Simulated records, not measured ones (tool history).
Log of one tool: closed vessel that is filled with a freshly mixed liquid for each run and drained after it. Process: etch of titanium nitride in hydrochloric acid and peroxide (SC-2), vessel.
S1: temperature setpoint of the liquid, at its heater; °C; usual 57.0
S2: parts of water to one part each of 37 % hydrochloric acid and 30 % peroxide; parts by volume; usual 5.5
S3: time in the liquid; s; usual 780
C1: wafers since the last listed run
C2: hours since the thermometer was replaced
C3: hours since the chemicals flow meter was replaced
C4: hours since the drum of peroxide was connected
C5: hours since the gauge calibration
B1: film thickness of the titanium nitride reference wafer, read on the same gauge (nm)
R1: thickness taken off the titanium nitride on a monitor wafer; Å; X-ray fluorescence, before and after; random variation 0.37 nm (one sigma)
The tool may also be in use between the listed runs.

run	hour	S1	S2	S3	C1	C2	C3	C4	C5	B1	R1
1	0.0	57.0	5.5	780	0	361.7	556.1	512.4	2390.4	150.03	442.9
# hour 68.5: new drum of peroxide connected
2	98.1	57.0	5.5	780	5450	459.8	654.2	29.6	2488.5	150.00	441.8
# hour 127.1: thermometer replaced
3	235.2	57.0	5.0	975	7640	108.1	791.3	166.7	2625.6	150.02	588.8
4	299.3	57.0	5.0	975	3598	172.2	855.4	230.8	2689.7	149.99	595.6
5	374.9	63.0	5.5	780	4243	247.8	931.0	306.4	2765.3	150.03	648.2
6	422.3	63.0	5.5	780	2660	295.2	978.4	353.8	2812.7	150.02	652.4
7	481.1	57.0	5.5	780	3300	354.0	1037.2	412.6	2871.5	150.00	441.8
# hour 558.4: gauge calibrated
8	582.3	57.0	5.5	780	5681	455.2	1138.4	513.8	23.9	149.98	439.2
# hour 624.4: new drum of peroxide connected
# hour 702.3: thermometer replaced
9	841.4	57.0	5.5	780	14432	139.1	1397.5	217.0	283.0	149.99	443.1
10	906.4	62.5	7.5	780	3648	204.1	1462.5	282.0	348.0	149.99	493.1
11	995.7	62.5	7.5	780	5013	293.4	1551.8	371.3	437.3	149.99	497.1
12	1046.0	57.0	5.5	780	2823	343.7	1602.1	421.6	487.6	150.02	435.0
# hour 1095.4: new drum of peroxide connected
13	1153.6	57.0	5.5	780	5984	451.3	1709.7	58.2	595.2	149.98	445.2
14	1229.8	61.0	7.5	780	4277	527.5	1785.9	134.4	671.4	149.99	443.0
# hour 1236.8: chemicals flow meter replaced
# hour 1245.4: thermometer replaced
15	1277.9	57.0	6.5	1170	2587	32.5	41.1	182.5	719.5	150.02	585.8
16	1349.2	52.5	4.0	780	4002	103.8	112.4	253.8	790.8	149.97	408.8
17	1401.1	49.5	5.5	515	2913	155.7	164.3	305.7	842.7	149.99	178.0
18	1509.0	54.0	5.5	650	6057	263.6	272.2	413.6	950.6	150.01	304.6
19	1594.2	57.0	5.5	780	4782	348.8	357.4	498.8	1035.8	149.99	436.8
# hour 1636.6: new drum of peroxide connected
20	1675.0	57.0	5.5	320	4479	429.6	438.2	38.4	1116.6	150.01	179.5
21	1756.9	57.0	5.5	1025	4597	511.5	520.1	120.3	1198.5	150.01	577.1
22	1813.1	66.5	4.0	1185	3154	567.7	576.3	176.5	1254.7	150.01	1496.2
# hour 1817.3: thermometer replaced
23	1903.9	62.5	7.5	780	5041	86.6	667.1	267.3	1345.5	150.04	495.6
24	1988.9	63.5	4.5	415	4771	171.6	752.1	352.3	1430.5	150.00	411.3
25	2059.0	66.0	5.5	955	3935	241.7	822.2	422.4	1500.6	149.99	953.1
26	2098.8	53.5	4.5	1160	2234	281.5	862.0	462.2	1540.4	150.01	610.1
27	2150.1	63.5	5.5	780	2879	332.8	913.3	513.5	1591.7	150.02	659.2
# hour 2237.9: new drum of peroxide connected
28	2240.8	57.0	5.5	780	5035	423.5	1004.0	2.9	1682.4	149.99	438.0
29	2318.0	62.0	4.0	780	4333	500.7	1081.2	80.1	1759.6	149.97	753.8
# hour 2330.0: thermometer replaced
30	2392.7	47.5	4.0	780	4137	62.7	1155.9	154.8	1834.3	150.01	289.4

Forecast each of these 3 alternatives for the next run:
A	2393.6	57.0	5.5	780	50	63.6	1156.8	155.7	1835.2	?	?
B	2393.6	48.0	6.5	780	50	63.6	1156.8	155.7	1835.2	?	?
C	2393.6	57.0	7.5	780	50	63.6	1156.8	155.7	1835.2	?	?

run	B1	R1
A	149.95	443.0
B	149.95	216.5
C	149.95	349.8
Without the tool's hidden state the same runs would have given:
run	R1
A	443.0
B	216.5
C	349.8

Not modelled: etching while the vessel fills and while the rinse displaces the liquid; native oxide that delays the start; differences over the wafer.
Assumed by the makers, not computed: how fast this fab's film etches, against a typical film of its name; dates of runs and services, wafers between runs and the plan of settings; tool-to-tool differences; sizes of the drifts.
